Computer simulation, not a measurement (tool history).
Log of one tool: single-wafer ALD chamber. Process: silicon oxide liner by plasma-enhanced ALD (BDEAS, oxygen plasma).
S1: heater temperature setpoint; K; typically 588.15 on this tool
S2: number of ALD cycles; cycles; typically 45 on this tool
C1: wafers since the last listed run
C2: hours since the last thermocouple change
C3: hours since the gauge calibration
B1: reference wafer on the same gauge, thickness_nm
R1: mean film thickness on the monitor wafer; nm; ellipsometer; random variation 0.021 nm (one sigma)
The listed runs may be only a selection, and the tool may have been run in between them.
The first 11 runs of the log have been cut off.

run,hour,S1,S2,C1,C2,C3,B1,R1
12,766.4,588.15,43,235,2597.3,118.2,3.458,3.809
# hour 799.5: thermocouple changed; heater temperature recalibrated
13,820.2,588.15,43,257,20.7,172.0,3.463,3.828
14,874.2,588.15,45,303,74.7,226.0,3.459,3.997
15,903.0,598.15,52,161,103.5,254.8,3.456,4.520
16,967.7,588.15,45,363,168.2,319.5,3.462,4.004
17,1021.9,583.15,38,304,222.4,373.7,3.461,3.406
18,1062.9,584.15,41,230,263.4,414.7,3.460,3.643
19,1111.4,588.15,43,272,311.9,463.2,3.463,3.835
20,1159.7,600.15,45,271,360.2,511.5,3.459,3.890
21,1221.9,599.15,45,349,422.4,573.7,3.459,3.915
22,1256.0,578.15,49,191,456.5,607.8,3.461,4.423
23,1303.4,574.15,40,266,503.9,655.2,3.454,3.638
24,1370.7,601.15,38,378,571.2,722.5,3.461,3.282
25,1433.9,574.15,40,355,634.4,785.7,3.461,3.628
26,1576.0,584.15,48,798,776.5,927.8,3.453,4.289
27,1642.9,588.15,52,375,843.4,994.7,3.458,4.578
28,1669.6,577.15,38,150,870.1,1021.4,3.461,3.421
29,1704.7,588.15,45,197,905.2,1056.5,3.467,3.992
30,1751.5,588.15,45,262,952.0,1103.3,3.463,3.999
31,1787.5,577.15,45,202,988.0,1139.3,3.461,4.071
32,1831.2,573.15,45,245,1031.7,1183.0,3.468,4.132
33,1884.3,579.15,48,298,1084.8,1236.1,3.459,4.309

Alternative continuations, all from the tool just after run 33; predict every row:
A,1884.8,588.15,45,2,1085.3,1236.6,?,?
B,1884.8,602.15,37,2,1085.3,1236.6,?,?
C,1884.8,588.15,38,2,1085.3,1236.6,?,?

run,B1,R1
A,3.458,3.956
B,3.458,3.179
C,3.458,3.341
Stripped of hidden state, with their random variation kept, the same runs would have yielded:
run,R1
A,3.956
B,3.179
C,3.341
